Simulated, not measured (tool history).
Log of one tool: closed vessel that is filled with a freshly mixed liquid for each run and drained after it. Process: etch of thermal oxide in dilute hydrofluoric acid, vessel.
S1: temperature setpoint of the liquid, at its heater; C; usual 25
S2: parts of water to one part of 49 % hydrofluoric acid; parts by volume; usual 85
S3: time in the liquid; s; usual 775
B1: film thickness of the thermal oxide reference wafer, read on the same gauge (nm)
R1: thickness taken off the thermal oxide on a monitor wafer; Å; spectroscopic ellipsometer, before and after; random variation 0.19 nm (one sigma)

| run | hour | S1 | S2 | S3 | B1 | R1 |
|---|---|---|---|---|---|---|
| 1 | 0 | 25 | 85 | 895 | 109.99 | 463 |
| 2 | 31.8 | 25 | 85 | 775 | 109.96 | 402.5 |
| 3 | 78.7 | 25 | 85 | 775 | 109.98 | 399.5 |
| 4 | 148.8 | 25 | 85 | 775 | 109.98 | 403 |
| 5 | 190.2 | 25 | 85 | 775 | 110.02 | 401.7 |
| 6 | 225.5 | 25 | 85 | 775 | 110.03 | 403.9 |
| 7 | 295.8 | 25 | 85 | 775 | 109.99 | 402.9 |
| 8 | 338.3 | 25 | 85 | 775 | 110.01 | 405.7 |
| 9 | 389.9 | 25 | 85 | 775 | 109.99 | 399.9 |
| 10 | 455.1 | 25 | 85 | 775 | 110.01 | 404.3 |
| 11 | 486.8 | 25 | 85 | 775 | 110.02 | 403.9 |
| 12 | 518.1 | 25 | 85 | 775 | 109.98 | 400.8 |
| 13 | 576.1 | 25 | 85 | 775 | 110 | 403.6 |
| 14 | 614.1 | 25 | 85 | 775 | 110.03 | 403.5 |
| 15 | 671.1 | 25 | 85 | 775 | 110 | 401.9 |
| 16 | 704.3 | 25 | 85 | 775 | 109.99 | 404.7 |
| 17 | 751.4 | 25 | 85 | 775 | 109.99 | 406.2 |
| 18 | 781.6 | 25 | 85 | 775 | 110.01 | 403.1 |
| 19 | 842.3 | 25 | 85 | 775 | 110.01 | 405 |

Forecast run 20:
|  | 868.6 | gauge calibrated |
| 20 | 886.6 | 20.5 | 115 | 1135 | ? | ? |

B1: 110.01
R1: 351.7 Å
Without the tool's hidden state the same run would have given R1 351.7 Å.
